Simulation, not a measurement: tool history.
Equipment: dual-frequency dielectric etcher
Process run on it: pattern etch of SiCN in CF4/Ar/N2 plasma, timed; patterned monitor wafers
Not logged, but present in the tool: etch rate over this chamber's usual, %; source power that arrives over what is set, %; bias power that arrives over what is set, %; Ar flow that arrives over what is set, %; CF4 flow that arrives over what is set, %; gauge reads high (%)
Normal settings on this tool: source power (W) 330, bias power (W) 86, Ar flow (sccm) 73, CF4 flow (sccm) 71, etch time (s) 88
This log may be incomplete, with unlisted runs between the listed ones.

run,hour,source power (W),bias power (W),Ar flow (sccm),CF4 flow (sccm),etch time (s),wafers since the last listed run,hours since the last wet clean,hours since the last source power generator calibration,hours since the last bias power generator calibration,hours since the last Ar flow controller change,hours since the last CF4 flow controller change,hours since the last upper electrode change,hours since the gauge calibration,"read-back reference wafer on the same gauge, depth_nm",mean etch depth across the wafer (nm)
1,0,330,86,73,71,88,0,229.2,2438.5,2823.7,2968.3,5544.1,5601.9,88.3,55.6,57.7
2,30.4,330,86,73,71,88,179,259.6,2468.9,2854.1,2998.7,5574.5,5632.3,118.7,55.5,57.2
3,37.4,330,86,73,71,88,41,266.6,2475.9,2861.1,3005.7,5581.5,5639.3,125.7,55.4,58.5
4,44.4,330,86,73,71,88,41,273.6,2482.9,2868.1,3012.7,5588.5,5646.3,132.7,55.4,58.8
5,57,330,86,73,71,88,74,286.2,2495.5,2880.7,3025.3,5601.1,5658.9,145.3,55.6,58.3
6,68,330,86,73,71,88,64,297.2,2506.5,2891.7,3036.3,5612.1,5669.9,156.3,55.6,58.6
7,103.4,330,86,73,71,88,208,332.6,2541.9,2927.1,3071.7,5647.5,5705.3,191.7,55.3,58.2
# hour 108.9: gauge calibrated
# hour 118.3: Ar flow controller replaced
8,118.8,330,86,73,71,88,55,348,2557.3,2942.5,0.5,5662.9,5720.7,9.9,55.5,59.1
# hour 144.3: wet clean of the chamber
9,144.8,330,86,73,71,62,11,0.5,2583.3,2968.5,26.5,5688.9,5746.7,35.9,55.5,38.9
10,149.1,330,86,73,71,88,25,4.8,2587.6,2972.8,30.8,5693.2,5751,40.2,55.5,55.8
11,156.2,330,86,73,71,65,41,11.9,2594.7,2979.9,37.9,5700.3,5758.1,47.3,55.4,40.7
# hour 172.9: source power generator calibrated
# hour 180.2: CF4 flow controller replaced
# hour 181.8: bias power generator calibrated
# hour 182.5: upper electrode replaced
12,183,330,69,78,82,97,85,38.7,10.1,1.2,64.7,2.8,0.5,74.1,55.4,59
13,188.7,380,86,73,71,88,33,44.4,15.8,6.9,70.4,8.5,6.2,79.8,55.5,62.2
14,202.5,330,86,73,71,88,81,58.2,29.6,20.7,84.2,22.3,20,93.6,55.4,56.6
15,218.7,330,86,73,71,88,95,74.4,45.8,36.9,100.4,38.5,36.2,109.8,55.4,55.9
16,236.2,400,86,73,82,88,103,91.9,63.3,54.4,117.9,56,53.7,127.3,55.5,68.5

Measured minus without-hidden-state, run by run (identical run-to-run variation in each term; gauge scatter may differ):
run,mean etch depth across the wafer (nm)
1,+2
2,+2.2
3,+2.3
4,+2.4
5,+2.5
6,+2.5
7,+2.8
8,+3
9,-0.1
10,-0.2
11,-0.1
12,+0.2
13,+0.2
14,+0.3
15,+0.4
16,+0.7
